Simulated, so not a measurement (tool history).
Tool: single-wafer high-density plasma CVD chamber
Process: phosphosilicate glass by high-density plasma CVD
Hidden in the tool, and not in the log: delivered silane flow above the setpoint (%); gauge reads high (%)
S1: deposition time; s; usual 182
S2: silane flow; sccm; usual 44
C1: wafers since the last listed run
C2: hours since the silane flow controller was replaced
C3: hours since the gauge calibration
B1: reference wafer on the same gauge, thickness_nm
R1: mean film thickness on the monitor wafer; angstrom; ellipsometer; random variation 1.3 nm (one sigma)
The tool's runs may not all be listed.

| run | hour | S1 | S2 | C1 | C2 | C3 | B1 | R1 |
|---|---|---|---|---|---|---|---|---|
| 1 | 0.0 | 182 | 44 | 0 | 2592.5 | 143.4 | 783.799 | 6969.97 |
| 2 | 21.4 | 182 | 44 | 169 | 2613.9 | 164.8 | 783.942 | 6983.17 |
| 3 | 40.5 | 182 | 44 | 151 | 2633.0 | 183.9 | 783.879 | 6954.57 |
| 4 | 80.9 | 204 | 48 | 320 | 2673.4 | 224.3 | 783.770 | 8513.21 |
| 5 | 99.9 | 204 | 48 | 150 | 2692.4 | 243.3 | 783.827 | 8518.61 |
| 6 | 112.4 | 204 | 48 | 99 | 2704.9 | 255.8 | 784.395 | 8493.76 |
| 7 | 139.4 | 182 | 44 | 213 | 2731.9 | 282.8 | 783.772 | 6963.87 |
| 8 | 166.2 | 208 | 38 | 212 | 2758.7 | 309.6 | 783.559 | 6850.63 |
| 9 | 185.7 | 215 | 42 | 154 | 2778.2 | 329.1 | 783.839 | 7828.27 |
| 10 | 207.2 | 158 | 48 | 170 | 2799.7 | 350.6 | 783.783 | 6572.00 |
|  | 282.9 | gauge calibrated |
| 11 | 289.6 | 210 | 38 | 652 | 2882.1 | 6.7 | 784.436 | 6904.18 |
|  | 298.1 | silane flow controller replaced |
| 12 | 320.5 | 161 | 41 | 181 | 22.4 | 37.6 | 783.948 | 6004.97 |
| 13 | 352.1 | 200 | 42 | 250 | 54.0 | 69.2 | 783.709 | 7648.57 |
| 14 | 371.8 | 182 | 44 | 156 | 73.7 | 88.9 | 783.594 | 7256.01 |
| 15 | 397.0 | 182 | 44 | 199 | 98.9 | 114.1 | 784.121 | 7279.52 |

Forecast each of these 4 alternatives for the next run:
| A | 397.5 | 182 | 44 | 3 | 99.4 | 114.6 | ? | ? |
| B | 397.5 | 162 | 44 | 3 | 99.4 | 114.6 | ? | ? |
| C | 397.5 | 198 | 44 | 3 | 99.4 | 114.6 | ? | ? |
| D | 397.5 | 182 | 51 | 3 | 99.4 | 114.6 | ? | ? |

| run | B1 | R1 |
|---|---|---|
| A | 784.045 | 7291.99 |
| B | 784.045 | 6490.68 |
| C | 784.045 | 7933.05 |
| D | 784.045 | 8452.08 |
Without the tool's hidden state the same runs would have given:
| run | R1 |
|---|---|
| A | 7391.54 |
| B | 6579.29 |
| C | 8041.35 |
| D | 8567.47 |
